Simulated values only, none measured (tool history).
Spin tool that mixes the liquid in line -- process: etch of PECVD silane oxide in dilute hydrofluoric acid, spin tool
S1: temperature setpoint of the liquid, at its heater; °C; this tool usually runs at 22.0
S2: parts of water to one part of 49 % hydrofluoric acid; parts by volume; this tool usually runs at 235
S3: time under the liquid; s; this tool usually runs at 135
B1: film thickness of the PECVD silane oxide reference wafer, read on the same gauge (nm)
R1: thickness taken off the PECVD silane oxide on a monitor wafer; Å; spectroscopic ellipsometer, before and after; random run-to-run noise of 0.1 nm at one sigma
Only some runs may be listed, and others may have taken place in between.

run     day    S1   S2   S3      B1     R1
  1   0.000  20.5  295  135  109.98  173.9
  2   2.196  20.5  295  135  109.95  173.0
  3   4.192  22.0  235  110  110.03  199.6
  4   8.625  22.0  235  110  110.02  199.9
  5  12.421  22.0  235  110  110.04  199.7
     16.508  -- thermometer replaced
  6  16.767  22.0  300  135  110.00  182.1
  7  21.150  22.0  300  135  110.02  181.6
  8  24.825  22.0  300  135  109.99  182.5
  9  28.475  19.5  235  135  110.01  226.1
 10  31.071  19.5  235  135  110.00  224.0
 11  34.875  19.5  235  135  110.00  226.1
 12  37.404  22.0  235  135  110.00  248.1
 13  40.658  22.0  235  135  110.01  247.2
 14  44.833  22.0  140  135  110.02  458.0
 15  48.329  22.0  140  135  109.98  462.1

Run 16 comes next. What will it give?
 16  50.067  25.0  155  95   ?   ?

Run 16 gave B1 110.02, R1 322.4 Å.
Take away the tool's hidden state, keep the run-to-run variation as it was, and the same run would have given R1 306.8 Å.
